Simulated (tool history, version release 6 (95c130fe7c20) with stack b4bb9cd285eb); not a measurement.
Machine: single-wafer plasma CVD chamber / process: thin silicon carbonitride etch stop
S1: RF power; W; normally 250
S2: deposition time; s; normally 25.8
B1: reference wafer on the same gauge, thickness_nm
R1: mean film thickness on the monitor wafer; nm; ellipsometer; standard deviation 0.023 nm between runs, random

run 1 hour=0.0 | S1=250 S2=25.8 | B1=18.054 | R1=15.080
run 2 hour=37.9 | S1=250 S2=25.8 | B1=18.054 | R1=15.038
run 3 hour=45.1 | S1=250 S2=25.8 | B1=18.063 | R1=15.006
run 4 hour=59.8 | S1=250 S2=25.8 | B1=18.067 | R1=15.068
run 5 hour=77.4 | S1=250 S2=25.8 | B1=18.050 | R1=14.980
run 6 hour=92.1 | S1=250 S2=25.8 | B1=18.053 | R1=15.039
run 7 hour=115.7 | S1=250 S2=25.8 | B1=18.058 | R1=15.005
run 8 hour=122.3 | S1=250 S2=25.8 | B1=18.045 | R1=15.005
run 9 hour=133.8 | S1=250 S2=25.8 | B1=18.191 | R1=15.196
run 10 hour=140.0 | S1=250 S2=25.8 | B1=18.180 | R1=15.154
run 11 hour=149.8 | S1=220 S2=25.8 | B1=18.167 | R1=14.513
run 12 hour=157.6 | S1=220 S2=25.8 | B1=18.154 | R1=14.426
run 13 hour=169.4 | S1=250 S2=25.8 | B1=18.160 | R1=15.132
run 14 hour=177.9 | S1=250 S2=25.8 | B1=18.133 | R1=15.093
run 15 hour=193.9 | S1=275 S2=22.6 | B1=18.115 | R1=13.662
run 16 hour=200.8 | S1=220 S2=28.8 | B1=18.122 | R1=16.116
run 17 hour=213.4 | S1=205 S2=21.3 | B1=18.097 | R1=11.578
run 18 hour=218.1 | S1=250 S2=25.8 | B1=18.103 | R1=15.086
run 19 hour=234.6 | S1=210 S2=21.6 | B1=18.090 | R1=11.854
run 20 hour=247.3 | S1=250 S2=30.9 | B1=18.078 | R1=18.014
run 21 hour=261.3 | S1=250 S2=22.1 | B1=18.083 | R1=12.883
run 22 hour=269.7 | S1=250 S2=25.8 | B1=18.066 | R1=15.048
run 23 hour=283.2 | S1=290 S2=27.6 | B1=18.066 | R1=16.943
run 24 hour=295.5 | S1=250 S2=25.8 | B1=18.058 | R1=15.013
run 25 hour=307.7 | S1=265 S2=28.3 | B1=18.058 | R1=16.829
run 26 hour=319.3 | S1=300 S2=25.8 | B1=18.052 | R1=16.005
run 27 hour=325.6 | S1=210 S2=22.8 | B1=18.047 | R1=12.478
run 28 hour=342.2 | S1=250 S2=24.4 | B1=18.037 | R1=14.244

Between the runs listed above, the log contained 4 entries, not reproduced here. Where in the sequence does each belong, and how does what the log doesn't record of the tool's condition differ from the listed run before to the listed run after?
Logged between run 6 and run 7: thermocouple changed; heater temperature recalibrated (hour 108.4); showerhead replaced (hour 115.2)
  gauge reads high (%): -0.818 -> -0.827
  the result without the hidden state subtracted from the measured one, R1: -0.124 -> -0.125 nm
Logged between run 8 and run 9: gauge calibrated (hour 131.7)
  gauge reads high (%): -0.829 -> -0.0344
  the result without the hidden state subtracted from the measured one, R1: -0.126 -> -0.005 nm
Logged between run 16 and run 17: RF generator calibrated (hour 212.9)
  gauge reads high (%): -0.464 -> -0.521
  the result without the hidden state subtracted from the measured one, R1: -0.075 -> -0.061 nm

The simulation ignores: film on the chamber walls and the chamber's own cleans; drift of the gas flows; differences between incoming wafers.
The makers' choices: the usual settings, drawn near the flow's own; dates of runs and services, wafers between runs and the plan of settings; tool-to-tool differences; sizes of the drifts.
